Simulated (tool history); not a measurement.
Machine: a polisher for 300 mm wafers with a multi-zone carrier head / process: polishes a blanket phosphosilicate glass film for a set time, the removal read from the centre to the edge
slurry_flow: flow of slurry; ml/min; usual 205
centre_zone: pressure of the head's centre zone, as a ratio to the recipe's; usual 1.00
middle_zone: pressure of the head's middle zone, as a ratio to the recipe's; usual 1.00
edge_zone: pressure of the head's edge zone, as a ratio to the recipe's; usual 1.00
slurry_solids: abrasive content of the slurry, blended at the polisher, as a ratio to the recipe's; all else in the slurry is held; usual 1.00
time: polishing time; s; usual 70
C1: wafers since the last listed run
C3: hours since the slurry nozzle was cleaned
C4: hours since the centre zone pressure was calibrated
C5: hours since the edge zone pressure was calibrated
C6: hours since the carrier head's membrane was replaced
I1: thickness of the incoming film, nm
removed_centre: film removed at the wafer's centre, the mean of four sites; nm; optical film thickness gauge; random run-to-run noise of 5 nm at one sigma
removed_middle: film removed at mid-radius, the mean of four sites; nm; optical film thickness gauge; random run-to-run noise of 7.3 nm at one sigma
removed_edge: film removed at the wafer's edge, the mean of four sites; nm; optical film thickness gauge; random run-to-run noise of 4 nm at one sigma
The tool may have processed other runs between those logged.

{"run": 1, "day": 0.0, "slurry_flow": 225, "centre_zone": 1.0, "middle_zone": 1.08, "edge_zone": 1.0, "slurry_solids": 1.0, "time": 70, "C1": 0, "wafers polished on this pad": 659, "C3": 594.6, "C4": 799.4, "C5": 566.8, "C6": 1557.4, "I1": 3617.1, "removed_centre": 564.4, "removed_middle": 525.2, "removed_edge": 511.8}
{"run": 2, "day": 0.483, "slurry_flow": 225, "centre_zone": 1.0, "middle_zone": 1.08, "edge_zone": 1.0, "slurry_solids": 1.0, "time": 70, "C1": 144, "wafers polished on this pad": 804, "C3": 606.2, "C4": 811.0, "C5": 578.4, "C6": 1569.0, "I1": 3589.3, "removed_centre": 556.8, "removed_middle": 535.8, "removed_edge": 504.9}
{"run": 3, "day": 0.817, "slurry_flow": 225, "centre_zone": 1.0, "middle_zone": 1.08, "edge_zone": 1.0, "slurry_solids": 1.0, "time": 70, "C1": 99, "wafers polished on this pad": 904, "C3": 614.2, "C4": 819.0, "C5": 586.4, "C6": 1577.0, "I1": 3528.9, "removed_centre": 555.7, "removed_middle": 521.8, "removed_edge": 502.5}
{"run": 4, "day": 1.1, "slurry_flow": 205, "centre_zone": 1.0, "middle_zone": 1.0, "edge_zone": 1.0, "slurry_solids": 1.0, "time": 70, "C1": 84, "wafers polished on this pad": 989, "C3": 621.0, "C4": 825.8, "C5": 593.2, "C6": 1583.8, "I1": 3557.4, "removed_centre": 541.7, "removed_middle": 480.0, "removed_edge": 494.8}
{"day": 1.558, "done": "worn pad replaced by a new one"}
{"run": 5, "day": 1.754, "slurry_flow": 205, "centre_zone": 1.0, "middle_zone": 0.96, "edge_zone": 1.0, "slurry_solids": 1.0, "time": 70, "C1": 146, "wafers polished on this pad": 59, "C3": 636.7, "C4": 841.5, "C5": 608.9, "C6": 1599.5, "I1": 3575.6, "removed_centre": 564.7, "removed_middle": 475.4, "removed_edge": 507.9}
{"day": 2.367, "done": "centre zone pressure recalibrated"}
{"run": 6, "day": 2.388, "slurry_flow": 205, "centre_zone": 1.0, "middle_zone": 1.0, "edge_zone": 1.0, "slurry_solids": 1.0, "time": 70, "C1": 164, "wafers polished on this pad": 223, "C3": 651.9, "C4": 0.5, "C5": 624.1, "C6": 1614.7, "I1": 3542.7, "removed_centre": 524.0, "removed_middle": 490.4, "removed_edge": 506.6}
{"run": 7, "day": 2.542, "slurry_flow": 205, "centre_zone": 1.0, "middle_zone": 1.0, "edge_zone": 1.0, "slurry_solids": 1.0, "time": 70, "C1": 46, "wafers polished on this pad": 270, "C3": 655.6, "C4": 4.2, "C5": 627.8, "C6": 1618.4, "I1": 3504.4, "removed_centre": 533.3, "removed_middle": 501.8, "removed_edge": 516.8}
{"run": 8, "day": 2.867, "slurry_flow": 205, "centre_zone": 1.0, "middle_zone": 1.0, "edge_zone": 1.0, "slurry_solids": 1.0, "time": 70, "C1": 97, "wafers polished on this pad": 367, "C3": 663.4, "C4": 12.0, "C5": 635.6, "C6": 1626.2, "I1": 3581.9, "removed_centre": 518.5, "removed_middle": 489.6, "removed_edge": 510.9}
{"day": 3.283, "done": "edge zone pressure recalibrated"}
{"run": 9, "day": 3.462, "slurry_flow": 205, "centre_zone": 1.0, "middle_zone": 1.0, "edge_zone": 1.0, "slurry_solids": 1.0, "time": 70, "C1": 153, "wafers polished on this pad": 521, "C3": 677.7, "C4": 26.3, "C5": 4.3, "C6": 1640.5, "I1": 3606.0, "removed_centre": 515.8, "removed_middle": 494.8, "removed_edge": 504.1}
{"run": 10, "day": 4.179, "slurry_flow": 205, "centre_zone": 1.05, "middle_zone": 1.0, "edge_zone": 1.0, "slurry_solids": 0.8, "time": 70, "C1": 214, "wafers polished on this pad": 736, "C3": 694.9, "C4": 43.5, "C5": 21.5, "C6": 1657.7, "I1": 3599.3, "removed_centre": 483.0, "removed_middle": 434.1, "removed_edge": 448.5}
{"run": 11, "day": 4.896, "slurry_flow": 205, "centre_zone": 1.0, "middle_zone": 1.0, "edge_zone": 0.9, "slurry_solids": 1.0, "time": 64, "C1": 214, "wafers polished on this pad": 950, "C3": 712.1, "C4": 60.7, "C5": 38.7, "C6": 1674.9, "I1": 3553.9, "removed_centre": 457.3, "removed_middle": 420.9, "removed_edge": 425.7}
{"day": 5.429, "done": "worn pad replaced by a new one"}
{"run": 12, "day": 5.45, "slurry_flow": 225, "centre_zone": 1.0, "middle_zone": 1.08, "edge_zone": 1.0, "slurry_solids": 1.0, "time": 70, "C1": 116, "wafers polished on this pad": 5, "C3": 725.4, "C4": 74.0, "C5": 52.0, "C6": 1688.2, "I1": 3556.8, "removed_centre": 548.4, "removed_middle": 558.4, "removed_edge": 525.0}
{"day": 5.904, "done": "slurry nozzle cleaned"}
{"run": 13, "day": 5.925, "slurry_flow": 205, "centre_zone": 1.0, "middle_zone": 1.0, "edge_zone": 1.0, "slurry_solids": 1.2, "time": 70, "C1": 129, "wafers polished on this pad": 135, "C3": 0.5, "C4": 85.4, "C5": 63.4, "C6": 1699.6, "I1": 3593.2, "removed_centre": 575.1, "removed_middle": 537.0, "removed_edge": 567.0}
{"run": 14, "day": 6.438, "slurry_flow": 205, "centre_zone": 1.03, "middle_zone": 1.0, "edge_zone": 1.05, "slurry_solids": 1.0, "time": 70, "C1": 153, "wafers polished on this pad": 289, "C3": 12.8, "C4": 97.7, "C5": 75.7, "C6": 1711.9, "I1": 3574.4, "removed_centre": 551.3, "removed_middle": 496.3, "removed_edge": 533.0}
{"run": 15, "day": 7.146, "slurry_flow": 205, "centre_zone": 1.0, "middle_zone": 1.0, "edge_zone": 1.0, "slurry_solids": 1.0, "time": 56, "C1": 212, "wafers polished on this pad": 501, "C3": 29.8, "C4": 114.7, "C5": 92.7, "C6": 1728.9, "I1": 3515.5, "removed_centre": 421.6, "removed_middle": 398.1, "removed_edge": 406.8}
{"day": 7.412, "done": "carrier head's membrane replaced by a new one"}
{"run": 16, "day": 7.658, "slurry_flow": 205, "centre_zone": 0.93, "middle_zone": 1.0, "edge_zone": 0.92, "slurry_solids": 0.85, "time": 63, "C1": 91, "wafers polished on this pad": 592, "C3": 42.1, "C4": 127.0, "C5": 105.0, "C6": 5.9, "I1": 3595.2, "removed_centre": 412.8, "removed_middle": 405.9, "removed_edge": 409.3}
{"run": 17, "day": 8.304, "slurry_flow": 205, "centre_zone": 1.0, "middle_zone": 1.0, "edge_zone": 1.0, "slurry_solids": 1.15, "time": 70, "C1": 193, "wafers polished on this pad": 786, "C3": 57.6, "C4": 142.5, "C5": 120.5, "C6": 21.4, "I1": 3550.8, "removed_centre": 551.0, "removed_middle": 527.2, "removed_edge": 533.1}
{"run": 18, "day": 8.762, "slurry_flow": 145, "centre_zone": 1.0, "middle_zone": 1.0, "edge_zone": 1.0, "slurry_solids": 1.1, "time": 70, "C1": 137, "wafers polished on this pad": 923, "C3": 68.6, "C4": 153.5, "C5": 131.5, "C6": 32.4, "I1": 3512.9, "removed_centre": 481.4, "removed_middle": 463.1, "removed_edge": 482.5}
{"run": 19, "day": 9.417, "slurry_flow": 205, "centre_zone": 1.0, "middle_zone": 1.0, "edge_zone": 1.0, "slurry_solids": 1.0, "time": 70, "C1": 196, "wafers polished on this pad": 1120, "C3": 84.3, "C4": 169.2, "C5": 147.2, "C6": 48.1, "I1": 3595.0, "removed_centre": 497.7, "removed_middle": 461.8, "removed_edge": 481.3}
{"day": 9.912, "done": "worn pad replaced by a new one"}
{"run": 20, "day": 9.929, "slurry_flow": 205, "centre_zone": 0.93, "middle_zone": 1.09, "edge_zone": 1.0, "slurry_solids": 1.0, "time": 70, "C1": 103, "wafers polished on this pad": 5, "C3": 96.6, "C4": 181.5, "C5": 159.5, "C6": 60.4, "I1": 3577.8, "removed_centre": 492.7, "removed_middle": 556.7, "removed_edge": 518.4}
{"run": 21, "day": 10.575, "slurry_flow": 205, "centre_zone": 1.0, "middle_zone": 1.0, "edge_zone": 1.0, "slurry_solids": 1.0, "time": 70, "C1": 193, "wafers polished on this pad": 199, "C3": 112.1, "C4": 197.0, "C5": 175.0, "C6": 75.9, "I1": 3558.3, "removed_centre": 539.8, "removed_middle": 499.4, "removed_edge": 519.5}
{"run": 22, "day": 11.171, "slurry_flow": 205, "centre_zone": 1.0, "middle_zone": 1.0, "edge_zone": 1.0, "slurry_solids": 1.0, "time": 70, "C1": 178, "wafers polished on this pad": 377, "C3": 126.4, "C4": 211.3, "C5": 189.3, "C6": 90.2, "I1": 3506.4, "removed_centre": 526.5, "removed_middle": 501.5, "removed_edge": 510.2}

List, for all runs, the conditions of the tool that the log does not record:
slurry flow missing at the pad, %: 0 at every run
deviation of the edge zone's pressure from its setpoint, %: 0 at every run
H1: removal rate lost through wear of the pad, %
H2: deviation of the centre zone's pressure from its setpoint, %
run=1 H1=2.78 H2=9.44
run=2 H1=3.91 H2=9.72
run=3 H1=4.82 H2=9.91
run=4 H1=5.68 H2=10.1
run=5 H1=1.06 H2=10.5
run=6 H1=1.37 H2=2.42
run=7 H1=1.51 H2=2.42
run=8 H1=1.87 H2=2.42
run=9 H1=2.79 H2=2.43
run=10 H1=4.34 H2=2.45
run=11 H1=6.39 H2=2.47
run=12 H1=0.165 H2=2.5
run=13 H1=0.282 H2=2.53
run=14 H1=0.652 H2=2.56
run=15 H1=1.58 H2=2.61
run=16 H1=2.55 H2=2.66
run=17 H1=4.13 H2=2.72
run=18 H1=5.49 H2=2.77
run=19 H1=7.79 H2=2.84
run=20 H1=0.143 H2=2.91
run=21 H1=0.355 H2=2.99
run=22 H1=0.905 H2=3.08

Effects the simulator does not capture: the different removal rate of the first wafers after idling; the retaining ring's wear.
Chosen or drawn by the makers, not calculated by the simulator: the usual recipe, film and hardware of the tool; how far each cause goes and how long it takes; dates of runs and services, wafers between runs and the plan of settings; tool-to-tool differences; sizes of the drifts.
